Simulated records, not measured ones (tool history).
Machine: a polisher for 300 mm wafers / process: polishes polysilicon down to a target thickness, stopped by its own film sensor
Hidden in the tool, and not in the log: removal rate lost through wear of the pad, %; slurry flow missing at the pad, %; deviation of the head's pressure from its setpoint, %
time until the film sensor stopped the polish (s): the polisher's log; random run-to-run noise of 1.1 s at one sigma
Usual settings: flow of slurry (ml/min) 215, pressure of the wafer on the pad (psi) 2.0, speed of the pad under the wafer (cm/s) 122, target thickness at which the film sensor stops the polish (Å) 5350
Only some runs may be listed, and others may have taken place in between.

run	hour	flow of slurry (ml/min)	pressure of the wafer on the pad (psi)	speed of the pad under the wafer (cm/s)	target thickness at which the film sensor stops the polish (Å)	wafers since the last listed run	wafers polished on this pad	hours since the slurry nozzle was cleaned	hours since the head pressure was calibrated	incoming thickness of the incoming film, nm	time until the film sensor stopped the polish (s)
1	0.0	215	2.0	122	5350	0	1621	609.6	282.0	1120.4	122.8
# hour 24.7: worn pad replaced by a new one
2	25.2	215	2.0	122	5350	235	5	634.8	307.2	1120.1	120.8
3	130.6	215	2.0	122	5350	1170	1176	740.2	412.6	1136.3	129.0
4	149.9	215	2.0	94	5350	214	1391	759.5	431.9	1143.0	155.7
5	183.6	215	2.0	94	5350	374	1765	793.2	465.6	1115.0	155.4
6	209.3	215	2.0	94	5350	285	2050	818.9	491.3	1117.3	157.3
7	238.4	215	1.7	122	3730	323	2374	848.0	520.4	1126.4	196.2
# hour 249.1: worn pad replaced by a new one
8	251.0	215	2.0	122	5350	95	20	860.6	533.0	1112.2	121.0
# hour 328.0: slurry nozzle cleaned
9	350.5	215	2.0	122	5350	1094	1114	22.5	632.5	1114.6	128.7
10	376.3	215	2.0	148	5350	286	1401	48.3	658.3	1138.9	114.2
11	396.4	215	2.0	148	5350	223	1624	68.4	678.4	1129.1	113.5
12	415.5	215	2.0	148	5350	212	1837	87.5	697.5	1116.4	112.8
# hour 435.1: worn pad replaced by a new one
13	443.0	165	2.0	122	4210	261	87	115.0	725.0	1127.8	158.5
14	464.6	165	2.0	122	4210	239	327	136.6	746.6	1127.7	160.6
15	497.1	215	2.0	122	5350	361	688	169.1	779.1	1138.1	130.4
16	527.5	215	2.0	122	6840	337	1026	199.5	809.5	1117.7	94.3
# hour 564.3: head pressure recalibrated
# hour 618.2: worn pad replaced by a new one
17	621.9	260	2.4	84	7080	982	40	293.9	57.6	1105.7	84.6
18	635.8	215	2.0	122	5350	154	195	307.8	71.5	1150.4	116.7
19	669.3	215	1.4	150	5350	372	567	341.3	105.0	1128.5	131.0
20	686.0	215	2.0	122	5350	185	752	358.0	121.7	1104.7	115.2
21	721.7	285	2.0	122	6520	396	1149	393.7	157.4	1128.8	91.4
22	750.5	155	2.0	122	5350	319	1469	422.5	186.2	1114.7	125.8
23	770.2	215	2.4	122	5350	218	1688	442.2	205.9	1109.2	100.0
24	785.4	240	2.0	122	5350	168	1857	457.4	221.1	1111.8	117.1
# hour 795.9: worn pad replaced by a new one
25	813.0	215	2.0	122	5350	262	189	485.0	248.7	1136.5	121.0
26	839.4	275	2.5	142	4490	293	483	511.4	275.1	1141.5	99.3
27	872.8	215	2.0	122	5350	371	854	544.8	308.5	1108.8	117.0
28	904.6	215	2.2	122	5350	353	1207	576.6	340.3	1131.7	116.4
29	934.0	215	2.0	136	5350	326	1534	606.0	369.7	1118.7	112.5
30	948.1	215	2.5	156	4670	156	1690	620.1	383.8	1133.2	96.6
# hour 970.0: worn pad replaced by a new one
31	970.5	260	2.0	84	5350	204	5	642.5	406.2	1122.3	154.8
32	989.5	215	2.0	122	5350	211	216	661.5	425.2	1139.5	124.7
33	1003.0	180	2.5	140	5350	149	366	675.0	438.7	1112.2	92.1

Describe how what the log doesn't record of the tool's condition differs between the last listed run preceding each entry between runs and the first listed run following it.
Logged between run 1 and run 2: worn pad replaced by a new one (hour 24.7)
  removal rate lost through wear of the pad, %: 3.56 -> 0.6; deviation of the head's pressure from its setpoint, %: -8.78 -> -9.17
  measured less the result without the state, time until the film sensor stopped the polish (s): +13.1 -> +9.9
Logged between run 7 and run 8: worn pad replaced by a new one (hour 249.1)
  removal rate lost through wear of the pad, %: 8.16 -> 1.29; deviation of the head's pressure from its setpoint, %: -11.5 -> -11.6
  measured less the result without the state, time until the film sensor stopped the polish (s): +33.3 -> +13.1
Logged between run 8 and run 9: slurry nozzle cleaned (hour 328.0)
  removal rate lost through wear of the pad, %: 1.29 -> 2.99; deviation of the head's pressure from its setpoint, %: -11.6 -> -12.2
  measured less the result without the state, time until the film sensor stopped the polish (s): +13.1 -> +16.6
Logged between run 12 and run 13: worn pad replaced by a new one (hour 435.1)
  removal rate lost through wear of the pad, %: 5.86 -> 0.84; deviation of the head's pressure from its setpoint, %: -12.5 -> -12.6
  measured less the result without the state, time until the film sensor stopped the polish (s): +17.7 -> +18.0
Logged between run 16 and run 17: head pressure recalibrated (hour 564.3); worn pad replaced by a new one (hour 618.2)
  removal rate lost through wear of the pad, %: 2.24 -> 0.219; deviation of the head's pressure from its setpoint, %: -12.9 -> -1.63
  measured less the result without the state, time until the film sensor stopped the polish (s): +12.1 -> +1.3
Logged between run 24 and run 25: worn pad replaced by a new one (hour 795.9)
  removal rate lost through wear of the pad, %: 4.84 -> 0.193; deviation of the head's pressure from its setpoint, %: -5.93 -> -6.46
  measured less the result without the state, time until the film sensor stopped the polish (s): +11.2 -> +6.8
Logged between run 30 and run 31: worn pad replaced by a new one (hour 970.0)
  removal rate lost through wear of the pad, %: 3.98 -> 0.201; deviation of the head's pressure from its setpoint, %: -8.46 -> -8.72
  measured less the result without the state, time until the film sensor stopped the polish (s): +10.4 -> +11.6
